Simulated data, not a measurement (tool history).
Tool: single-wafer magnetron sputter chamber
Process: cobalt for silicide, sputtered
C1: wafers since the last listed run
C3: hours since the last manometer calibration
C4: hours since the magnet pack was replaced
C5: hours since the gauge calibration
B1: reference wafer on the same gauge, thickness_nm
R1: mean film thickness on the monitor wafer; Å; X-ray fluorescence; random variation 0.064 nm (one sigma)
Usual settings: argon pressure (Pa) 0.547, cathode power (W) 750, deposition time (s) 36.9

Run 1, hour 0: usual settings but deposition time (s) 39.2; C1 0; wafers on the sputter target 4982; C3 817.7; C4 10863.8; C5 259.1; B1 12.8. Result: R1 147.84 Å.
At hour 19.6: sputter target and shields replaced.
Run 2, hour 34: usual settings but deposition time (s) 39.2; C1 756; wafers on the sputter target 418; C3 851.7; C4 10897.8; C5 293.1; B1 12.796. Result: R1 150.82 Å.
Run 3, hour 49.5: usual settings but deposition time (s) 39.2; C1 451; wafers on the sputter target 869; C3 867.2; C4 10913.3; C5 308.6; B1 12.805. Result: R1 151.35 Å.
Run 4, hour 62.9: usual settings but argon pressure (Pa) 0.657; C1 389; wafers on the sputter target 1259; C3 880.6; C4 10926.7; C5 322; B1 12.79. Result: R1 139.97 Å.
Run 5, hour 90.8: usual settings but argon pressure (Pa) 0.657; C1 811; wafers on the sputter target 2071; C3 908.5; C4 10954.6; C5 349.9; B1 12.797. Result: R1 138.73 Å.
Run 6, hour 113: usual settings but argon pressure (Pa) 0.657; C1 646; wafers on the sputter target 2717; C3 930.7; C4 10976.8; C5 372.1; B1 12.803. Result: R1 137.95 Å.
At hour 137.6: gauge calibrated.
Run 7, hour 139.6: usual settings; C1 774; wafers on the sputter target 3491; C3 957.3; C4 11003.4; C5 2; B1 12.8. Result: R1 141.56 Å.
Run 8, hour 170.1: usual settings but cathode power (W) 600; C1 887; wafers on the sputter target 4379; C3 987.8; C4 11033.9; C5 32.5; B1 12.809. Result: R1 113.2 Å.
At hour 198.5: sputter target and shields replaced.
Run 9, hour 199: usual settings; C1 608; wafers on the sputter target 15; C3 1016.7; C4 11062.8; C5 61.4; B1 12.805. Result: R1 142.75 Å.
Run 10, hour 217.1: usual settings; C1 526; wafers on the sputter target 541; C3 1034.8; C4 11080.9; C5 79.5; B1 12.788. Result: R1 141.82 Å.
Run 11, hour 243.3: usual settings but argon pressure (Pa) 0.408; C1 762; wafers on the sputter target 1304; C3 1061; C4 11107.1; C5 105.7; B1 12.799. Result: R1 145.84 Å.
At hour 275.9: magnet pack replaced.
At hour 277.7: capacitance manometer re-zeroed and calibrated.
Run 12, hour 278.2: usual settings; C1 729; wafers on the sputter target 2034; C3 0.5; C4 2.3; C5 140.6; B1 12.81. Result: R1 141.24 Å.
Run 13, hour 288.1: usual settings but argon pressure (Pa) 0.458, cathode power (W) 600; C1 288; wafers on the sputter target 2322; C3 10.4; C4 12.2; C5 150.5; B1 12.796. Result: R1 115.63 Å.
Run 14, hour 300.6: usual settings but argon pressure (Pa) 0.446, cathode power (W) 700; C1 363; wafers on the sputter target 2685; C3 22.9; C4 24.7; C5 163; B1 12.795. Result: R1 135.33 Å.

Run 15 comes next. What will it give?
Run 15, hour 335.7: usual settings; C1 1021; wafers on the sputter target 3707; C3 58; C4 59.8; C5 198.1; B1 ?. Result: R1 ?.

{"run 15": {"B1": 12.798, "R1": 140.71}}
Without the tool's hidden state the same run would have given R1 142.91 Å.
